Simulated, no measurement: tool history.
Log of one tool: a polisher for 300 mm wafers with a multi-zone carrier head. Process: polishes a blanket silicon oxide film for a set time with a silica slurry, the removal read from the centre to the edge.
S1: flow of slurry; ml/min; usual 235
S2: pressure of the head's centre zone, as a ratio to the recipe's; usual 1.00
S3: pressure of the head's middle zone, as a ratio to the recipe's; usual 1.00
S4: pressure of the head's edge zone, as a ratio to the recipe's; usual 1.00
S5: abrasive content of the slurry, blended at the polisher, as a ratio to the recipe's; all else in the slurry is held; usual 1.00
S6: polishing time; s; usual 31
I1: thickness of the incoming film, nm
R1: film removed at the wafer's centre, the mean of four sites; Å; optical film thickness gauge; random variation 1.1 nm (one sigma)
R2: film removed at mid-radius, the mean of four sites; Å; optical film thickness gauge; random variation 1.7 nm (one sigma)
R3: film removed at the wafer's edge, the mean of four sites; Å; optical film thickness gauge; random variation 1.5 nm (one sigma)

run 1 hour=0.0 | S1=235 S2=1.00 S3=1.00 S4=1.00 S5=1.00 S6=31 | I1=1261.4 | R1=1222 R2=1201 R3=1210
run 2 hour=44.9 | S1=235 S2=1.00 S3=1.00 S4=1.00 S5=1.00 S6=31 | I1=1247.2 | R1=1198 R2=1231 R3=1167
run 3 hour=117.6 | S1=235 S2=1.00 S3=1.00 S4=1.00 S5=1.00 S6=31 | I1=1255.5 | R1=1166 R2=1204 R3=1139
-- hour=133.4 edge zone pressure recalibrated
run 4 hour=213.2 | S1=235 S2=1.00 S3=1.00 S4=1.00 S5=1.00 S6=31 | I1=1258.2 | R1=1108 R2=1143 R3=1116
-- hour=229.0 carrier head's membrane replaced by a new one
-- hour=265.5 worn pad replaced by a new one
run 5 hour=299.0 | S1=235 S2=1.00 S3=1.00 S4=1.00 S5=1.00 S6=31 | I1=1244.9 | R1=1174 R2=1201 R3=1165
run 6 hour=380.0 | S1=235 S2=1.00 S3=1.00 S4=1.00 S5=1.00 S6=31 | I1=1272.1 | R1=1152 R2=1178 R3=1150
run 7 hour=449.4 | S1=235 S2=1.00 S3=1.00 S4=1.00 S5=1.00 S6=31 | I1=1254.5 | R1=1139 R2=1138 R3=1143
-- hour=484.1 centre zone pressure recalibrated
-- hour=491.3 edge zone pressure recalibrated
run 8 hour=548.7 | S1=235 S2=1.00 S3=1.00 S4=1.00 S5=1.00 S6=31 | I1=1249.5 | R1=1085 R2=1128 R3=1091
run 9 hour=611.6 | S1=235 S2=1.00 S3=1.00 S4=1.00 S5=1.00 S6=31 | I1=1239.7 | R1=1041 R2=1059 R3=1063
-- hour=621.9 slurry nozzle cleaned
-- hour=689.7 worn pad replaced by a new one
run 10 hour=690.5 | S1=275 S2=0.96 S3=1.08 S4=1.00 S5=1.00 S6=40 | I1=1254.6 | R1=1556 R2=1723 R3=1593
run 11 hour=743.0 | S1=155 S2=1.00 S3=0.94 S4=1.11 S5=1.00 S6=21 | I1=1254.2 | R1=778 R2=747 R3=819
run 12 hour=785.4 | S1=210 S2=1.00 S3=1.00 S4=1.00 S5=1.00 S6=31 | I1=1238.1 | R1=1186 R2=1219 R3=1187
run 13 hour=834.9 | S1=235 S2=1.00 S3=1.00 S4=1.00 S5=1.00 S6=31 | I1=1243.5 | R1=1207 R2=1253 R3=1186
run 14 hour=940.9 | S1=235 S2=1.00 S3=1.00 S4=1.00 S5=1.00 S6=31 | I1=1257.2 | R1=1170 R2=1179 R3=1155
-- hour=962.6 edge zone pressure recalibrated
-- hour=967.2 carrier head's membrane replaced by a new one
run 15 hour=1018.8 | S1=235 S2=0.92 S3=0.92 S4=1.00 S5=1.00 S6=31 | I1=1226.6 | R1=1045 R2=1101 R3=1150
run 16 hour=1058.1 | S1=235 S2=1.00 S3=1.00 S4=1.00 S5=1.00 S6=31 | I1=1266.2 | R1=1103 R2=1115 R3=1108
-- hour=1110.9 worn pad replaced by a new one
-- hour=1128.6 centre zone pressure recalibrated
run 17 hour=1164.8 | S1=235 S2=1.00 S3=1.00 S4=1.00 S5=1.00 S6=31 | I1=1252.3 | R1=1160 R2=1195 R3=1166
-- hour=1407.6 edge zone pressure recalibrated
run 18 hour=1418.7 | S1=235 S2=1.00 S3=1.00 S4=1.04 S5=0.90 S6=23 | I1=1259.0 | R1=725 R2=754 R3=756
-- hour=1432.5 slurry nozzle cleaned
run 19 hour=1491.1 | S1=235 S2=1.00 S3=1.00 S4=0.96 S5=0.85 S6=22 | I1=1238.0 | R1=725 R2=759 R3=703
run 20 hour=1538.3 | S1=235 S2=1.00 S3=1.12 S4=1.00 S5=1.00 S6=31 | I1=1268.8 | R1=1113 R2=1238 R3=1089
-- hour=1569.0 worn pad replaced by a new one
run 21 hour=1576.5 | S1=235 S2=1.12 S3=1.04 S4=1.08 S5=1.00 S6=37 | I1=1250.5 | R1=1621 R2=1508 R3=1478
-- hour=1687.4 carrier head's membrane replaced by a new one
run 22 hour=1687.9 | S1=235 S2=1.00 S3=1.09 S4=1.00 S5=1.10 S6=31 | I1=1264.5 | R1=1270 R2=1374 R3=1248

What the log doesn't show, run by run:
deviation of the centre zone's pressure from its setpoint, %: 0 in every run
deviation of the edge zone's pressure from its setpoint, %: 0 in every run
H1: removal rate lost through wear of the pad, %
H2: slurry flow missing at the pad, %
run=1 H1=1.51 H2=17.6
run=2 H1=2.19 H2=19.8
run=3 H1=3.7 H2=23.4
run=4 H1=6.45 H2=28.2
run=5 H1=0.981 H2=32.5
run=6 H1=1.55 H2=36.5
run=7 H1=2.54 H2=39.9
run=8 H1=4.74 H2=44.9
run=9 H1=6.63 H2=48
run=10 H1=0.336 H2=12.4
run=11 H1=0.471 H2=15
run=12 H1=0.772 H2=17.1
run=13 H1=1.34 H2=19.6
run=14 H1=3.34 H2=24.9
run=15 H1=5.49 H2=28.8
run=16 H1=6.79 H2=30.7
run=17 H1=1.51 H2=36
run=18 H1=5.89 H2=48.7
run=19 H1=8.26 H2=6.06
run=20 H1=10.1 H2=8.41
run=21 H1=1.11 H2=10.3
run=22 H1=1.78 H2=15.9
